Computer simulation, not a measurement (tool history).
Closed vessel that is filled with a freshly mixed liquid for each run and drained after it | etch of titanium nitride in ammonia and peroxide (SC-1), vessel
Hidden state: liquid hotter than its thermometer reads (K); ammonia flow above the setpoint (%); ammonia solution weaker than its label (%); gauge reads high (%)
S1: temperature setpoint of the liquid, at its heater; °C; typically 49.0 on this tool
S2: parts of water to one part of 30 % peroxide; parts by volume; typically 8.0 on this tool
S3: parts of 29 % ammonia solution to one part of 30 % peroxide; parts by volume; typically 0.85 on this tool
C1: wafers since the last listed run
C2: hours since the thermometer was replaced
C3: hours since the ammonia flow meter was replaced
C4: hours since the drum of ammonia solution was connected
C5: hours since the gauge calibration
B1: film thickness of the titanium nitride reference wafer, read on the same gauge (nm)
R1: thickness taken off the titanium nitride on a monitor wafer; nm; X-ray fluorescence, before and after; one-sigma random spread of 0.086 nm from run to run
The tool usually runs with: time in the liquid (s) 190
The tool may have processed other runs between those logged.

run 1 hour=0.0 | S1=46.0 S2=8.0 S3=0.85 time_in_the_liquid_(s)=190 | C1=0 C2=711.6 C3=144.8 C4=140.5 C5=996.0 | B1=150.00 | R1=10.79
run 2 hour=76.0 | S1=46.0 S2=8.0 S3=0.85 time_in_the_liquid_(s)=190 | C1=4540 C2=787.6 C3=220.8 C4=216.5 C5=1072.0 | B1=149.98 | R1=10.82
run 3 hour=120.0 | S1=49.0 S2=8.0 S3=0.85 time_in_the_liquid_(s)=165 | C1=2628 C2=831.6 C3=264.8 C4=260.5 C5=1116.0 | B1=150.01 | R1=11.64
-- hour=164.7 thermometer replaced
run 4 hour=192.5 | S1=49.0 S2=8.0 S3=0.85 time_in_the_liquid_(s)=165 | C1=4271 C2=27.8 C3=337.3 C4=333.0 C5=1188.5 | B1=150.00 | R1=11.72
run 5 hour=255.8 | S1=54.0 S2=8.0 S3=0.85 time_in_the_liquid_(s)=190 | C1=3781 C2=91.1 C3=400.6 C4=396.3 C5=1251.8 | B1=150.00 | R1=18.94
run 6 hour=295.8 | S1=54.0 S2=8.0 S3=0.85 time_in_the_liquid_(s)=190 | C1=2389 C2=131.1 C3=440.6 C4=436.3 C5=1291.8 | B1=150.00 | R1=18.85
run 7 hour=372.3 | S1=54.0 S2=8.0 S3=0.85 time_in_the_liquid_(s)=190 | C1=4570 C2=207.6 C3=517.1 C4=512.8 C5=1368.3 | B1=150.02 | R1=19.15
run 8 hour=461.7 | S1=45.5 S2=8.0 S3=0.65 time_in_the_liquid_(s)=190 | C1=5341 C2=297.0 C3=606.5 C4=602.2 C5=1457.7 | B1=150.04 | R1=9.98
-- hour=463.9 new drum of ammonia solution connected
run 9 hour=500.7 | S1=45.5 S2=8.0 S3=0.65 time_in_the_liquid_(s)=190 | C1=2270 C2=336.0 C3=645.5 C4=36.8 C5=1496.7 | B1=149.99 | R1=10.00
run 10 hour=564.1 | S1=45.5 S2=8.0 S3=0.65 time_in_the_liquid_(s)=190 | C1=3787 C2=399.4 C3=708.9 C4=100.2 C5=1560.1 | B1=149.99 | R1=10.04
run 11 hour=655.8 | S1=49.0 S2=5.0 S3=1.20 time_in_the_liquid_(s)=265 | C1=5478 C2=491.1 C3=800.6 C4=191.9 C5=1651.8 | B1=150.00 | R1=23.93
-- hour=725.4 ammonia flow meter replaced
run 12 hour=738.8 | S1=49.0 S2=12.0 S3=1.20 time_in_the_liquid_(s)=190 | C1=4899 C2=574.1 C3=13.4 C4=274.9 C5=1734.8 | B1=149.98 | R1=11.66
-- hour=772.6 gauge calibrated
run 13 hour=821.3 | S1=49.0 S2=8.0 S3=0.85 time_in_the_liquid_(s)=90 | C1=4929 C2=656.6 C3=95.9 C4=357.4 C5=48.7 | B1=150.00 | R1=6.26
run 14 hour=901.3 | S1=49.0 S2=8.0 S3=0.85 time_in_the_liquid_(s)=190 | C1=4779 C2=736.6 C3=175.9 C4=437.4 C5=128.7 | B1=150.02 | R1=13.34
run 15 hour=981.0 | S1=49.0 S2=11.5 S3=1.10 time_in_the_liquid_(s)=190 | C1=4761 C2=816.3 C3=255.6 C4=517.1 C5=208.4 | B1=150.01 | R1=11.60
-- hour=1004.9 thermometer replaced
-- hour=1161.4 new drum of ammonia solution connected
run 16 hour=1248.4 | S1=49.0 S2=8.0 S3=0.85 time_in_the_liquid_(s)=190 | C1=15856 C2=243.5 C3=523.0 C4=87.0 C5=475.8 | B1=150.01 | R1=13.38
run 17 hour=1338.7 | S1=49.0 S2=8.0 S3=0.50 time_in_the_liquid_(s)=260 | C1=5395 C2=333.8 C3=613.3 C4=177.3 C5=566.1 | B1=150.00 | R1=16.77
run 18 hour=1423.9 | S1=49.0 S2=11.0 S3=0.60 time_in_the_liquid_(s)=190 | C1=5090 C2=419.0 C3=698.5 C4=262.5 C5=651.3 | B1=149.99 | R1=10.81
run 19 hour=1666.7 | S1=49.0 S2=8.0 S3=0.85 time_in_the_liquid_(s)=190 | C1=14506 C2=661.8 C3=941.3 C4=505.3 C5=894.1 | B1=150.00 | R1=13.57
-- hour=1706.7 ammonia flow meter replaced
run 20 hour=1751.7 | S1=52.5 S2=5.5 S3=0.70 time_in_the_liquid_(s)=160 | C1=5018 C2=746.8 C3=45.0 C4=590.3 C5=979.1 | B1=150.00 | R1=16.53

Take each entry between the runs: how does the hidden state at the last listed run before it differ from the hidden state at the first listed run after it?
Between runs 3 and 4: thermometer replaced (hour 164.7)
  nothing in the hidden state changes from one run to the other
Between runs 8 and 9: new drum of ammonia solution connected (hour 463.9)
  nothing in the hidden state changes from one run to the other
Between runs 11 and 12: ammonia flow meter replaced (hour 725.4)
  nothing in the hidden state changes from one run to the other
Between runs 12 and 13: gauge calibrated (hour 772.6)
  nothing in the hidden state changes from one run to the other
Between runs 15 and 16: thermometer replaced (hour 1004.9); new drum of ammonia solution connected (hour 1161.4)
  nothing in the hidden state changes from one run to the other
Between runs 19 and 20: ammonia flow meter replaced (hour 1706.7)
  nothing in the hidden state changes from one run to the other
